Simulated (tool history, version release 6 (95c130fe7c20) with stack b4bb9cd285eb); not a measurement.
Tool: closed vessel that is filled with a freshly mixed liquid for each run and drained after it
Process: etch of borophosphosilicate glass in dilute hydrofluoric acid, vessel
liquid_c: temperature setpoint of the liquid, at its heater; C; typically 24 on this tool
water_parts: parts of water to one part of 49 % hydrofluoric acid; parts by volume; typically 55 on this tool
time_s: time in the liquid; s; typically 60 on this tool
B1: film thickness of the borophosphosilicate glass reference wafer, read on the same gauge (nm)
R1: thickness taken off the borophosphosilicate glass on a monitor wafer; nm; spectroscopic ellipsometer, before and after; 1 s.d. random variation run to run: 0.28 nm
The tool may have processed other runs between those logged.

{"run": 1, "day": 0.0, "liquid_c": 24, "water_parts": 55, "time_s": 60, "B1": 150, "R1": 57.59}
{"day": 0.621, "done": "thermometer replaced"}
{"run": 2, "day": 2.204, "liquid_c": 24, "water_parts": 55, "time_s": 70, "B1": 150.02, "R1": 63.51}
{"run": 3, "day": 5.008, "liquid_c": 24, "water_parts": 55, "time_s": 70, "B1": 150.02, "R1": 64.24}
{"run": 4, "day": 6.658, "liquid_c": 24, "water_parts": 55, "time_s": 60, "B1": 149.99, "R1": 55.73}
{"run": 5, "day": 10.3, "liquid_c": 24, "water_parts": 55, "time_s": 60, "B1": 150.01, "R1": 55.41}
{"run": 6, "day": 13.833, "liquid_c": 24, "water_parts": 55, "time_s": 60, "B1": 149.99, "R1": 55.82}
{"run": 7, "day": 15.35, "liquid_c": 24, "water_parts": 55, "time_s": 60, "B1": 150.03, "R1": 56.57}
{"run": 8, "day": 17.871, "liquid_c": 24, "water_parts": 55, "time_s": 60, "B1": 149.99, "R1": 56.7}
{"run": 9, "day": 20.029, "liquid_c": 24, "water_parts": 55, "time_s": 60, "B1": 149.98, "R1": 57.66}
{"day": 22.492, "done": "hydrofluoric acid flow meter replaced"}
{"run": 10, "day": 23.771, "liquid_c": 21, "water_parts": 35, "time_s": 45, "B1": 149.99, "R1": 55.72}
{"run": 11, "day": 26.475, "liquid_c": 24, "water_parts": 55, "time_s": 60, "B1": 149.98, "R1": 53.09}
{"day": 28.542, "done": "gauge calibrated"}
{"run": 12, "day": 30.571, "liquid_c": 24, "water_parts": 55, "time_s": 30, "B1": 150.04, "R1": 26.67}
{"run": 13, "day": 32.538, "liquid_c": 24, "water_parts": 55, "time_s": 60, "B1": 150, "R1": 53.02}
{"day": 33.204, "done": "thermometer replaced"}
{"run": 14, "day": 36.746, "liquid_c": 22, "water_parts": 55, "time_s": 60, "B1": 150, "R1": 47.43}
{"run": 15, "day": 41.188, "liquid_c": 24, "water_parts": 40, "time_s": 60, "B1": 150, "R1": 73.2}
{"run": 16, "day": 44.412, "liquid_c": 22, "water_parts": 25, "time_s": 90, "B1": 150, "R1": 166.8}
{"run": 17, "day": 48.233, "liquid_c": 24, "water_parts": 55, "time_s": 60, "B1": 150.02, "R1": 52.93}
{"run": 18, "day": 51.167, "liquid_c": 24, "water_parts": 45, "time_s": 60, "B1": 149.98, "R1": 67.01}
{"run": 19, "day": 55.429, "liquid_c": 24, "water_parts": 75, "time_s": 60, "B1": 150.01, "R1": 38.75}

What if the next run were any one of these 4? Each begins from the tool's condition after run 19:
{"run": "A", "day": 55.458, "liquid_c": 24, "water_parts": 55, "time_s": 60, "B1": "?", "R1": "?"}
{"run": "B", "day": 55.458, "liquid_c": 19.5, "water_parts": 25, "time_s": 30, "B1": "?", "R1": "?"}
{"run": "C", "day": 55.458, "liquid_c": 24, "water_parts": 55, "time_s": 45, "B1": "?", "R1": "?"}
{"run": "D", "day": 55.458, "liquid_c": 26.5, "water_parts": 80, "time_s": 75, "B1": "?", "R1": "?"}

run=A B1=150.05 R1=54.08
run=B B1=150.05 R1=51.02
run=C B1=150.05 R1=40.56
run=D B1=150.05 R1=49.77
Stripped of hidden state, with their random variation kept, the same runs would have yielded:
run=A R1=49.14
run=B R1=46.42
run=C R1=36.85
run=D R1=45.16
